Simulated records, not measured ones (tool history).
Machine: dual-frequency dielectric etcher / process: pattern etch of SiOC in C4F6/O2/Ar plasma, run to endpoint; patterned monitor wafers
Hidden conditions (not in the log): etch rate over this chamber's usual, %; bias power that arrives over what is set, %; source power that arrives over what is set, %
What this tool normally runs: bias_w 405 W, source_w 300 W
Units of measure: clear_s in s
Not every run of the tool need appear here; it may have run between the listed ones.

run,hour,bias_w,source_w,wafers since the last listed run,hours since the last wet clean,hours since the last bias power generator calibration,hours since the last source power generator calibration,hours since the last upper electrode change,"incoming incoming film thickness, nm",clear_s
1,0.0,405,300,0,103.6,2164.0,3735.7,5437.0,29.11,10.6
2,31.7,405,300,370,135.3,2195.7,3767.4,5468.7,29.04,10.6
3,92.7,405,300,712,196.3,2256.7,3828.4,5529.7,29.31,10.7
4,118.7,405,300,303,222.3,2282.7,3854.4,5555.7,29.29,10.5
5,190.6,405,300,839,294.2,2354.6,3926.3,5627.6,29.03,10.4
6,242.0,405,300,600,345.6,2406.0,3977.7,5679.0,28.93,10.2
7,266.6,405,300,287,370.2,2430.6,4002.3,5703.6,29.03,10.4
8,298.7,405,300,374,402.3,2462.7,4034.4,5735.7,29.12,10.2
9,351.7,405,300,619,455.3,2515.7,4087.4,5788.7,29.29,10.4
# hour 389.4: wet clean of the chamber
10,389.9,458,300,165,0.5,2553.9,4125.6,5826.9,29.31,10.2
11,447.2,458,300,669,57.8,2611.2,4182.9,5884.2,28.90,10.0
# hour 463.2: bias power generator calibrated
12,586.1,405,350,1575,196.7,122.9,4321.8,6023.1,28.89,9.9
13,641.5,405,350,647,252.1,178.3,4377.2,6078.5,28.98,10.0
14,686.3,405,350,523,296.9,223.1,4422.0,6123.3,29.07,9.9
15,739.0,484,270,615,349.6,275.8,4474.7,6176.0,29.01,9.9
16,765.0,349,250,303,375.6,301.8,4500.7,6202.0,28.97,11.5
17,792.5,484,250,321,403.1,329.3,4528.2,6229.5,29.37,10.2
18,824.3,405,300,371,434.9,361.1,4560.0,6261.3,29.23,10.4
19,868.0,405,360,510,478.6,404.8,4603.7,6305.0,28.97,9.6
# hour 916.8: source power generator calibrated
20,933.0,432,230,712,543.6,469.8,16.2,6370.0,28.87,10.5
21,967.8,497,300,406,578.4,504.6,51.0,6404.8,28.81,9.3
# hour 1014.5: wet clean of the chamber
22,1028.2,431,250,425,13.7,565.0,111.4,6465.2,29.31,11.1
# hour 1068.3: upper electrode replaced
23,1075.0,362,330,266,60.5,611.8,158.2,6.7,28.88,10.7
24,1132.3,352,240,669,117.8,669.1,215.5,64.0,29.32,12.0
25,1201.5,326,340,808,187.0,738.3,284.7,133.2,28.85,11.0
26,1268.4,431,280,781,253.9,805.2,351.6,200.1,29.21,10.4
27,1334.5,436,300,772,320.0,871.3,417.7,266.2,28.89,10.0
28,1374.5,405,300,467,360.0,911.3,457.7,306.2,28.99,10.3

4 ways to go on from here, each from the tool as it stands after run 28. What would each give?
A,1374.9,405,300,4,360.4,911.7,458.1,306.6,29.16,?
B,1374.9,337,340,4,360.4,911.7,458.1,306.6,29.16,?
C,1374.9,405,270,4,360.4,911.7,458.1,306.6,29.16,?
D,1374.9,469,360,4,360.4,911.7,458.1,306.6,29.16,?

run,clear_s
A,10.4
B,10.7
C,10.7
D,9.2
With no hidden state in the tool, these same runs would have given:
run,clear_s
A,10.7
B,11.1
C,11.1
D,9.6
